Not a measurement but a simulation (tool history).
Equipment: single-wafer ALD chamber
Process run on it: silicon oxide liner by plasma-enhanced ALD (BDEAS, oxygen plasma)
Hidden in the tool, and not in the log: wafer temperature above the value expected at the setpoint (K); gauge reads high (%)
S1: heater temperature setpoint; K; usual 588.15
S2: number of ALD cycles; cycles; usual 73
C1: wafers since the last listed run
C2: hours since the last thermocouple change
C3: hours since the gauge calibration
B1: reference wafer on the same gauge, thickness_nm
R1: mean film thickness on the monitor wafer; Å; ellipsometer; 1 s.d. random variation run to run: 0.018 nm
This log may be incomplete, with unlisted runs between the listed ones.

| run | hour | S1 | S2 | C1 | C2 | C3 | B1 | R1 |
|---|---|---|---|---|---|---|---|---|
| 1 | 0.0 | 588.15 | 73 | 0 | 1196.3 | 978.3 | 7.833 | 70.90 |
| 2 | 48.5 | 595.15 | 69 | 262 | 1244.8 | 1026.8 | 7.829 | 66.31 |
| 3 | 104.9 | 595.15 | 69 | 305 | 1301.2 | 1083.2 | 7.826 | 66.14 |
| 4 | 163.1 | 576.15 | 73 | 314 | 1359.4 | 1141.4 | 7.829 | 72.60 |
| 5 | 246.4 | 588.15 | 73 | 450 | 1442.7 | 1224.7 | 7.829 | 71.32 |
| 6 | 345.3 | 588.15 | 73 | 535 | 1541.6 | 1323.6 | 7.833 | 71.38 |
| 7 | 418.0 | 588.15 | 73 | 393 | 1614.3 | 1396.3 | 7.827 | 71.04 |
|  | 454.9 | gauge calibrated |
| 8 | 484.4 | 588.15 | 73 | 359 | 1680.7 | 29.5 | 7.832 | 71.19 |
| 9 | 534.8 | 588.15 | 81 | 272 | 1731.1 | 79.9 | 7.830 | 78.73 |
| 10 | 614.8 | 588.15 | 73 | 432 | 1811.1 | 159.9 | 7.830 | 71.27 |
| 11 | 667.1 | 588.15 | 73 | 282 | 1863.4 | 212.2 | 7.829 | 71.17 |
|  | 683.0 | thermocouple changed; heater temperature recalibrated |
| 12 | 749.9 | 595.15 | 80 | 404 | 66.9 | 295.0 | 7.830 | 75.53 |
| 13 | 823.7 | 588.15 | 69 | 399 | 140.7 | 368.8 | 7.831 | 65.78 |
| 14 | 878.5 | 588.15 | 73 | 296 | 195.5 | 423.6 | 7.830 | 69.64 |
| 15 | 935.3 | 602.15 | 69 | 307 | 252.3 | 480.4 | 7.829 | 64.61 |
| 16 | 1023.0 | 577.15 | 63 | 474 | 340.0 | 568.1 | 7.833 | 61.13 |
|  | 1037.6 | thermocouple changed; heater temperature recalibrated, repeated, since the last time left the tool worse |
| 17 | 1124.7 | 588.15 | 73 | 506 | 87.1 | 669.8 | 7.833 | 70.60 |
| 18 | 1219.0 | 582.15 | 65 | 510 | 181.4 | 764.1 | 7.831 | 63.41 |
| 19 | 1321.2 | 575.15 | 73 | 552 | 283.6 | 866.3 | 7.830 | 72.36 |

What will run 20 give?
| 20 | 1426.7 | 602.15 | 73 | 570 | 389.1 | 971.8 | ? | ? |

B1: 7.829
R1: 69.02 Å
With the hidden condition absent and the run-to-run variation left alone, this run would have shown R1 68.88 Å.
